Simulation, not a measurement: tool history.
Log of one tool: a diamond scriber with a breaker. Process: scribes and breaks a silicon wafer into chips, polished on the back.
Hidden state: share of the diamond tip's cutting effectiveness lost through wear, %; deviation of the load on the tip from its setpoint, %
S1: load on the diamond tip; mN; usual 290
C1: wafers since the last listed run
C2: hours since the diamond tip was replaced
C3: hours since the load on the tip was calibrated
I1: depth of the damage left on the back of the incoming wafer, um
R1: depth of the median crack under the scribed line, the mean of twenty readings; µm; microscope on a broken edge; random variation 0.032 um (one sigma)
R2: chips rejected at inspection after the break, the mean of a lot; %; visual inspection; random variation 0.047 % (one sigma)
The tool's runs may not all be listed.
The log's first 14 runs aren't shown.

Run 15, hour 210.0: usual settings but S1 332 mN; C1 18; C2 31.1; C3 1266.3; I1 0.04. Result: R1 11.32 µm, R2 2.09 %.
Run 16, hour 222.5: usual settings; C1 15; C2 43.6; C3 1278.8; I1 0.02. Result: R1 10.79 µm, R2 0.98 %.
Run 17, hour 230.6: usual settings; C1 9; C2 51.7; C3 1286.9; I1 0.04. Result: R1 10.86 µm, R2 0.92 %.
Run 18, hour 267.8: usual settings; C1 45; C2 88.9; C3 1324.1; I1 0.01. Result: R1 10.82 µm, R2 0.93 %.
Run 19, hour 277.0: usual settings but S1 318 mN; C1 11; C2 98.1; C3 1333.3; I1 0.01. Result: R1 11.18 µm, R2 1.32 %.
Run 20, hour 292.7: usual settings but S1 263 mN; C1 19; C2 113.8; C3 1349.0; I1 0.04. Result: R1 10.47 µm, R2 0.76 %.
Run 21, hour 309.2: usual settings but S1 369 mN; C1 20; C2 130.3; C3 1365.5; I1 0.04. Result: R1 11.75 µm, R2 3.36 %.
Run 22, hour 323.1: usual settings; C1 17; C2 144.2; C3 1379.4; I1 0.04. Result: R1 10.75 µm, R2 0.94 %.
Run 23, hour 329.3: usual settings but S1 313 mN; C1 7; C2 150.4; C3 1385.6; I1 0.02. Result: R1 11.06 µm, R2 1.26 %.
Run 24, hour 336.1: usual settings but S1 317 mN; C1 8; C2 157.2; C3 1392.4; I1 0.02. Result: R1 11.14 µm, R2 1.32 %.
Run 25, hour 345.8: usual settings but S1 324 mN; C1 11; C2 166.9; C3 1402.1; I1 0.04. Result: R1 11.19 µm, R2 1.54 %.
Run 26, hour 362.7: usual settings; C1 20; C2 183.8; C3 1419.0; I1 0.05. Result: R1 10.80 µm, R2 0.86 %.
Run 27, hour 371.8: usual settings but S1 375 mN; C1 11; C2 192.9; C3 1428.1; I1 0.05. Result: R1 11.76 µm, R2 3.41 %.
At hour 378.3: load on the tip recalibrated.
Run 28, hour 385.1: usual settings but S1 339 mN; C1 13; C2 206.2; C3 6.8; I1 0.01. Result: R1 10.72 µm, R2 0.84 %.
Run 29, hour 399.6: usual settings but S1 230 mN; C1 17; C2 220.7; C3 21.3; I1 0.02. Result: R1 9.46 µm, R2 2.25 %.
Run 30, hour 407.1: usual settings but S1 237 mN; C1 9; C2 228.2; C3 28.8; I1 0.04. Result: R1 9.56 µm, R2 2.15 %.
Run 31, hour 419.8: usual settings but S1 334 mN; C1 15; C2 240.9; C3 41.5; I1 0.01. Result: R1 10.62 µm, R2 0.80 %.
Run 32, hour 437.2: usual settings but S1 248 mN; C1 21; C2 258.3; C3 58.9; I1 0.04. Result: R1 9.72 µm, R2 1.88 %.
Run 33, hour 450.6: usual settings but S1 323 mN; C1 16; C2 271.7; C3 72.3; I1 0.04. Result: R1 10.57 µm, R2 0.67 %.
Run 34, hour 468.5: usual settings; C1 21; C2 289.6; C3 90.2; I1 0.04. Result: R1 10.18 µm, R2 0.84 %.
Run 35, hour 479.0: usual settings but S1 329 mN; C1 12; C2 300.1; C3 100.7; I1 0.02. Result: R1 10.64 µm, R2 0.73 %.
Run 36, hour 485.4: usual settings but S1 220 mN; C1 7; C2 306.5; C3 107.1; I1 0.03. Result: R1 9.35 µm, R2 3.12 %.
Run 37, hour 498.3: usual settings; C1 15; C2 319.4; C3 120.0; I1 0.05. Result: R1 10.23 µm, R2 0.78 %.

4 ways to go on from here, each from the tool as it stands after run 37. What would each give?
Run A, hour 499.0: usual settings but S1 233 mN; C1 0; C2 320.1; C3 120.7; I1 0.02. Result: R1 ?, R2 ?.
Run B, hour 499.0: usual settings but S1 321 mN; C1 0; C2 320.1; C3 120.7; I1 0.02. Result: R1 ?, R2 ?.
Run C, hour 499.0: usual settings but S1 374 mN; C1 0; C2 320.1; C3 120.7; I1 0.02. Result: R1 ?, R2 ?.
Run D, hour 499.0: usual settings but S1 373 mN; C1 0; C2 320.1; C3 120.7; I1 0.02. Result: R1 ?, R2 ?.

run     R1    R2
  A   9.50  2.64
  B  10.54  0.76
  C  11.14  1.56
  D  11.13  1.53
Without the tool's hidden state the same runs would have given:
run     R1    R2
  A   9.77  1.72
  B  10.83  0.99
  C  11.45  2.41
  D  11.44  2.37

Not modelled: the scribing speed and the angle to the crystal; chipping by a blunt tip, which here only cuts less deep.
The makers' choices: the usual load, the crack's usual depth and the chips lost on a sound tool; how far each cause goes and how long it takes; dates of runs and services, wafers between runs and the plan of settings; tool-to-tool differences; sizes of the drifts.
